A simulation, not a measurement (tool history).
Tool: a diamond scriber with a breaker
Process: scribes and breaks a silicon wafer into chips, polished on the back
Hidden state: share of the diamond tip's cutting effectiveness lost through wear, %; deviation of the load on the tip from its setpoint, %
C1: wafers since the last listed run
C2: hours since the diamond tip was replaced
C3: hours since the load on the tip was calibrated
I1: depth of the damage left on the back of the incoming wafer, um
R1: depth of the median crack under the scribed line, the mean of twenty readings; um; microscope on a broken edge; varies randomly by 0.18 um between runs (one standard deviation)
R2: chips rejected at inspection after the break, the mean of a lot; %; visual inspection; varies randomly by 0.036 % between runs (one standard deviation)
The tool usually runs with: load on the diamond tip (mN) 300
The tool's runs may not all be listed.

{"run": 1, "hour": 0.0, "load on the diamond tip (mN)": 249, "C1": 0, "C2": 18.7, "C3": 883.8, "I1": 0.03, "R1": 10.16, "R2": 1.23}
{"hour": 38.5, "done": "load on the tip recalibrated"}
{"run": 2, "hour": 56.7, "load on the diamond tip (mN)": 300, "C1": 64, "C2": 75.4, "C3": 18.2, "I1": 0.01, "R1": 10.19, "R2": 1.07}
{"run": 3, "hour": 138.7, "load on the diamond tip (mN)": 300, "C1": 97, "C2": 157.4, "C3": 100.2, "I1": 0.02, "R1": 10.37, "R2": 1.18}
{"run": 4, "hour": 186.2, "load on the diamond tip (mN)": 252, "C1": 56, "C2": 204.9, "C3": 147.7, "I1": 0.02, "R1": 9.63, "R2": 1.95}
{"run": 5, "hour": 292.0, "load on the diamond tip (mN)": 252, "C1": 125, "C2": 310.7, "C3": 253.5, "I1": 0.03, "R1": 9.31, "R2": 1.7}
{"run": 6, "hour": 336.9, "load on the diamond tip (mN)": 300, "C1": 53, "C2": 355.6, "C3": 298.4, "I1": 0.04, "R1": 10.66, "R2": 1.13}
{"run": 7, "hour": 435.1, "load on the diamond tip (mN)": 300, "C1": 116, "C2": 453.8, "C3": 396.6, "I1": 0.04, "R1": 10.73, "R2": 1.14}
{"run": 8, "hour": 491.2, "load on the diamond tip (mN)": 300, "C1": 66, "C2": 509.9, "C3": 452.7, "I1": 0.05, "R1": 10.37, "R2": 1.2}
{"run": 9, "hour": 554.7, "load on the diamond tip (mN)": 300, "C1": 75, "C2": 573.4, "C3": 516.2, "I1": 0.04, "R1": 10.7, "R2": 1.27}
{"run": 10, "hour": 655.6, "load on the diamond tip (mN)": 300, "C1": 119, "C2": 674.3, "C3": 617.1, "I1": 0.01, "R1": 10.98, "R2": 1.36}
{"hour": 692.1, "done": "diamond tip replaced by a new one"}
{"run": 11, "hour": 696.4, "load on the diamond tip (mN)": 300, "C1": 46, "C2": 4.3, "C3": 657.9, "I1": 0.04, "R1": 10.9, "R2": 1.46}

Expected results for the next run?
{"run": 12, "hour": 751.3, "load on the diamond tip (mN)": 211, "C1": 65, "C2": 59.2, "C3": 712.8, "I1": 0.01, "R1": "?", "R2": "?"}

Run 12 yielded R1 9.04 um, R2 2.96 %.
Without the tool's hidden state the same run would have given R1 8.57 um, R2 4.62 %.
